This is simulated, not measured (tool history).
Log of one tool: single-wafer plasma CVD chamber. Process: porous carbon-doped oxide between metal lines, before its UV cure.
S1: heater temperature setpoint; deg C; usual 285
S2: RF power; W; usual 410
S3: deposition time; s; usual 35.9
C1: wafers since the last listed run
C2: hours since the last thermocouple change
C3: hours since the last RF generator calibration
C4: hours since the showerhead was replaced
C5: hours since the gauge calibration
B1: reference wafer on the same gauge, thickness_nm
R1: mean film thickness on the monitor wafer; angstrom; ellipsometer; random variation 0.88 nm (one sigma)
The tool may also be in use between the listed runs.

Run 1, hour 0.0: usual settings but S1 289 deg C, S2 475 W; C1 0; C2 306.6; C3 480.0; C4 2266.2; C5 1071.7; B1 175.015. Result: R1 1823.50 angstrom.
Run 2, hour 106.3: usual settings but S1 276 deg C; C1 2107; C2 412.9; C3 586.3; C4 2372.5; C5 1178.0; B1 175.001. Result: R1 1755.99 angstrom.
Run 3, hour 161.7: usual settings; C1 1098; C2 468.3; C3 641.7; C4 2427.9; C5 1233.4; B1 174.998. Result: R1 1660.74 angstrom.
Run 4, hour 223.4: usual settings; C1 1223; C2 530.0; C3 703.4; C4 2489.6; C5 1295.1; B1 175.184. Result: R1 1653.66 angstrom.
Run 5, hour 317.2: usual settings but S3 32.7 s; C1 1859; C2 623.8; C3 797.2; C4 2583.4; C5 1388.9; B1 175.078. Result: R1 1509.14 angstrom.
Run 6, hour 410.3: usual settings but S2 350 W, S3 40.5 s; C1 1845; C2 716.9; C3 890.3; C4 2676.5; C5 1482.0; B1 175.069. Result: R1 1628.03 angstrom.
Run 7, hour 450.7: usual settings but S2 350 W, S3 40.5 s; C1 800; C2 757.3; C3 930.7; C4 2716.9; C5 1522.4; B1 175.122. Result: R1 1623.54 angstrom.
Run 8, hour 486.8: usual settings but S2 440 W; C1 715; C2 793.4; C3 966.8; C4 2753.0; C5 1558.5; B1 174.961. Result: R1 1721.54 angstrom.
Run 9, hour 574.0: usual settings but S2 440 W; C1 1728; C2 880.6; C3 1054.0; C4 2840.2; C5 1645.7; B1 175.093. Result: R1 1704.57 angstrom.
At hour 646.4: RF generator calibrated.
Run 10, hour 670.0: usual settings but S2 440 W; C1 1744; C2 976.6; C3 23.6; C4 2936.2; C5 1741.7; B1 174.830. Result: R1 1771.92 angstrom.
Run 11, hour 729.2: usual settings; C1 1173; C2 1035.8; C3 82.8; C4 2995.4; C5 1800.9; B1 174.923. Result: R1 1672.75 angstrom.
At hour 739.5: showerhead replaced.
Run 12, hour 790.3: usual settings; C1 1052; C2 1096.9; C3 143.9; C4 50.8; C5 1862.0; B1 174.995. Result: R1 1642.84 angstrom.
Run 13, hour 836.7: usual settings; C1 919; C2 1143.3; C3 190.3; C4 97.2; C5 1908.4; B1 175.075. Result: R1 1623.58 angstrom.
At hour 882.2: gauge calibrated.
Run 14, hour 919.9: usual settings; C1 1649; C2 1226.5; C3 273.5; C4 180.4; C5 37.7; B1 175.077. Result: R1 1619.48 angstrom.
Run 15, hour 1015.6: usual settings but S1 296 deg C, S3 41.2 s; C1 1896; C2 1322.2; C3 369.2; C4 276.1; C5 133.4; B1 174.935. Result: R1 1718.08 angstrom.
At hour 1081.2: thermocouple changed; heater temperature recalibrated.
Run 16, hour 1122.3: usual settings; C1 1956; C2 41.1; C3 475.9; C4 382.8; C5 240.1; B1 175.100. Result: R1 1664.04 angstrom.
Run 17, hour 1302.8: usual settings; C1 3577; C2 221.6; C3 656.4; C4 563.3; C5 420.6; B1 174.936. Result: R1 1675.13 angstrom.
Run 18, hour 1356.7: usual settings but S1 274 deg C, S2 365 W, S3 40.9 s; C1 1068; C2 275.5; C3 710.3; C4 617.2; C5 474.5; B1 174.986. Result: R1 1875.43 angstrom.
Run 19, hour 1442.1: usual settings but S2 475 W, S3 31.5 s; C1 1692; C2 360.9; C3 795.7; C4 702.6; C5 559.9; B1 174.806. Result: R1 1638.24 angstrom.
Run 20, hour 1502.5: usual settings; C1 1197; C2 421.3; C3 856.1; C4 763.0; C5 620.3; B1 174.990. Result: R1 1648.31 angstrom.
Run 21, hour 1780.5: usual settings; C1 5510; C2 699.3; C3 1134.1; C4 1041.0; C5 898.3; B1 174.882. Result: R1 1642.04 angstrom.
At hour 1811.9: RF generator calibrated.
Run 22, hour 1859.6: usual settings but S1 276 deg C, S2 480 W, S3 33.6 s; C1 1409; C2 778.4; C3 47.7; C4 1120.1; C5 977.4; B1 175.057. Result: R1 1900.45 angstrom.
Run 23, hour 1926.7: usual settings but S1 289 deg C, S2 365 W, S3 41.7 s; C1 1330; C2 845.5; C3 114.8; C4 1187.2; C5 1044.5; B1 175.112. Result: R1 1732.54 angstrom.
Run 24, hour 2008.2: usual settings but S2 445 W, S3 31.1 s; C1 1615; C2 927.0; C3 196.3; C4 1268.7; C5 1126.0; B1 175.170. Result: R1 1519.64 angstrom.
Run 25, hour 2086.1: usual settings; C1 1544; C2 1004.9; C3 274.2; C4 1346.6; C5 1203.9; B1 175.083. Result: R1 1647.27 angstrom.
Run 26, hour 2143.4: usual settings but S2 365 W; C1 1135; C2 1062.2; C3 331.5; C4 1403.9; C5 1261.2; B1 175.004. Result: R1 1504.75 angstrom.
Run 27, hour 2190.1: usual settings but S1 278 deg C; C1 925; C2 1108.9; C3 378.2; C4 1450.6; C5 1307.9; B1 174.869. Result: R1 1727.17 angstrom.
Run 28, hour 2236.0: usual settings; C1 909; C2 1154.8; C3 424.1; C4 1496.5; C5 1353.8; B1 175.063. Result: R1 1622.82 angstrom.
Run 29, hour 2374.8: usual settings but S1 294 deg C, S2 475 W; C1 2751; C2 1293.6; C3 562.9; C4 1635.3; C5 1492.6; B1 174.889. Result: R1 1682.14 angstrom.
At hour 2396.0: thermocouple changed; heater temperature recalibrated.
Run 30, hour 2459.7: usual settings but S1 296 deg C, S2 450 W, S3 39.9 s; C1 1524; C2 63.7; C3 647.8; C4 1720.2; C5 1577.5; B1 175.015. Result: R1 1824.47 angstrom.
Run 31, hour 2506.3: usual settings but S1 277 deg C, S2 440 W; C1 923; C2 110.3; C3 694.4; C4 1766.8; C5 1624.1; B1 175.135. Result: R1 1844.95 angstrom.
Run 32, hour 2599.1: usual settings; C1 1839; C2 203.1; C3 787.2; C4 1859.6; C5 1716.9; B1 174.903. Result: R1 1654.67 angstrom.
Run 33, hour 2666.7: usual settings; C1 1339; C2 270.7; C3 854.8; C4 1927.2; C5 1784.5; B1 174.874. Result: R1 1646.17 angstrom.

The same runs without the tool's hidden state, with the same run-to-run variation:
The hidden state here: wafer temperature above the value expected at the setpoint (K); delivered RF power above the setpoint (%); gauge reads high (%).
run       R1
  1  1872.16
  2  1818.79
  3  1724.50
  4  1721.99
  5  1578.29
  6  1712.51
  7  1711.16
  8  1815.11
  9  1805.22
 10  1815.58
 11  1729.05
 12  1712.45
 13  1702.59
 14  1715.46
 15  1834.14
 16  1708.35
 17  1730.14
 18  1942.54
 19  1693.30
 20  1713.66
 21  1725.08
 22  1934.18
 23  1780.57
 24  1577.00
 25  1724.26
 26  1586.13
 27  1828.90
 28  1724.61
 29  1800.17
 30  1896.78
 31  1920.15
 32  1726.16
 33  1720.30
